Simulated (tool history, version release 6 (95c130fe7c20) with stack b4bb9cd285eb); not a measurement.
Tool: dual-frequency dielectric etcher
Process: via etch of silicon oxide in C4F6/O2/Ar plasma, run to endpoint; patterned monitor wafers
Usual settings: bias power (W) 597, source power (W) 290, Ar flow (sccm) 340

| run | hour | bias power (W) | source power (W) | Ar flow (sccm) | wafers since the last listed run | hours since the last wet clean | hours since the last bias power generator calibration | hours since the last source power generator calibration | hours since the last Ar flow controller change | hours since the last upper electrode change | incoming incoming film thickness, nm | endpoint time (s) |
|---|---|---|---|---|---|---|---|---|---|---|---|---|
| 1 | 0.0 | 714 | 290 | 340 | 0 | 168.1 | 2030.4 | 1390.0 | 4498.6 | 4727.0 | 127.0 | 24.7 |
| 2 | 71.5 | 714 | 290 | 340 | 918 | 239.6 | 2101.9 | 1461.5 | 4570.1 | 4798.5 | 126.2 | 24.2 |
| 3 | 165.7 | 597 | 290 | 340 | 1209 | 333.8 | 2196.1 | 1555.7 | 4664.3 | 4892.7 | 127.0 | 26.2 |
| 4 | 267.0 | 597 | 290 | 340 | 1301 | 435.1 | 2297.4 | 1657.0 | 4765.6 | 4994.0 | 126.4 | 25.9 |
|  | 325.4 | wet clean of the chamber |
| 5 | 325.9 | 597 | 290 | 340 | 448 | 0.5 | 2356.3 | 1715.9 | 4824.5 | 5052.9 | 126.1 | 27.0 |
| 6 | 364.1 | 597 | 290 | 340 | 490 | 38.7 | 2394.5 | 1754.1 | 4862.7 | 5091.1 | 125.3 | 26.7 |
| 7 | 400.4 | 597 | 290 | 340 | 466 | 75.0 | 2430.8 | 1790.4 | 4899.0 | 5127.4 | 127.2 | 27.0 |
| 8 | 490.4 | 597 | 290 | 340 | 1155 | 165.0 | 2520.8 | 1880.4 | 4989.0 | 5217.4 | 127.5 | 26.7 |
| 9 | 552.1 | 597 | 290 | 340 | 792 | 226.7 | 2582.5 | 1942.1 | 5050.7 | 5279.1 | 126.8 | 26.8 |
|  | 625.3 | bias power generator calibrated |
| 10 | 625.8 | 597 | 290 | 310 | 895 | 300.4 | 0.5 | 2015.8 | 5124.4 | 5352.8 | 126.7 | 25.9 |
| 11 | 682.9 | 597 | 290 | 310 | 733 | 357.5 | 57.6 | 2072.9 | 5181.5 | 5409.9 | 127.3 | 25.9 |
|  | 751.2 | wet clean of the chamber |
| 12 | 751.7 | 597 | 290 | 314 | 575 | 0.5 | 126.4 | 2141.7 | 5250.3 | 5478.7 | 125.5 | 26.3 |
|  | 811.9 | Ar flow controller replaced |
| 13 | 823.2 | 643 | 230 | 311 | 841 | 72.0 | 197.9 | 2213.2 | 11.3 | 5550.2 | 127.2 | 27.7 |
| 14 | 879.3 | 707 | 230 | 380 | 720 | 128.1 | 254.0 | 2269.3 | 67.4 | 5606.3 | 125.8 | 26.4 |
| 15 | 959.9 | 597 | 290 | 310 | 1035 | 208.7 | 334.6 | 2349.9 | 148.0 | 5686.9 | 127.7 | 26.1 |
| 16 | 1036.6 | 643 | 290 | 423 | 985 | 285.4 | 411.3 | 2426.6 | 224.7 | 5763.6 | 127.7 | 26.0 |
|  | 1088.9 | upper electrode replaced |
|  | 1134.1 | wet clean of the chamber |
| 17 | 1134.6 | 717 | 360 | 312 | 642 | 0.5 | 509.3 | 2524.6 | 322.7 | 45.7 | 127.5 | 23.2 |
|  | 1158.8 | source power generator calibrated |
| 18 | 1159.3 | 729 | 250 | 340 | 265 | 25.2 | 534.0 | 0.5 | 347.4 | 70.4 | 125.3 | 25.5 |
| 19 | 1207.2 | 597 | 260 | 420 | 615 | 73.1 | 581.9 | 48.4 | 395.3 | 118.3 | 125.7 | 28.5 |
| 20 | 1253.6 | 597 | 290 | 340 | 595 | 119.5 | 628.3 | 94.8 | 441.7 | 164.7 | 126.1 | 27.0 |
| 21 | 1344.1 | 690 | 290 | 340 | 1162 | 210.0 | 718.8 | 185.3 | 532.2 | 255.2 | 127.5 | 25.0 |
| 22 | 1423.4 | 597 | 290 | 410 | 1018 | 289.3 | 798.1 | 264.6 | 611.5 | 334.5 | 126.8 | 26.8 |
| 23 | 1462.9 | 597 | 290 | 340 | 507 | 328.8 | 837.6 | 304.1 | 651.0 | 374.0 | 127.5 | 26.5 |

The tool's hidden state at each run:
bias power that arrives over what is set, %: 0 in every run
source power that arrives over what is set, %: 0 in every run
Ar flow that arrives over what is set, %: 0 in every run
H1: etch rate over this chamber's usual, %
| run | H1 |
|---|---|
| 1 | 2.1 |
| 2 | 2.96 |
| 3 | 4.1 |
| 4 | 5.32 |
| 5 | 0.199 |
| 6 | 0.66 |
| 7 | 1.1 |
| 8 | 2.19 |
| 9 | 2.93 |
| 10 | 3.82 |
| 11 | 4.51 |
| 12 | 0.716 |
| 13 | 1.58 |
| 14 | 2.26 |
| 15 | 3.23 |
| 16 | 4.16 |
| 17 | 0.319 |
| 18 | 0.617 |
| 19 | 1.2 |
| 20 | 1.76 |
| 21 | 2.85 |
| 22 | 3.81 |
| 23 | 4.28 |
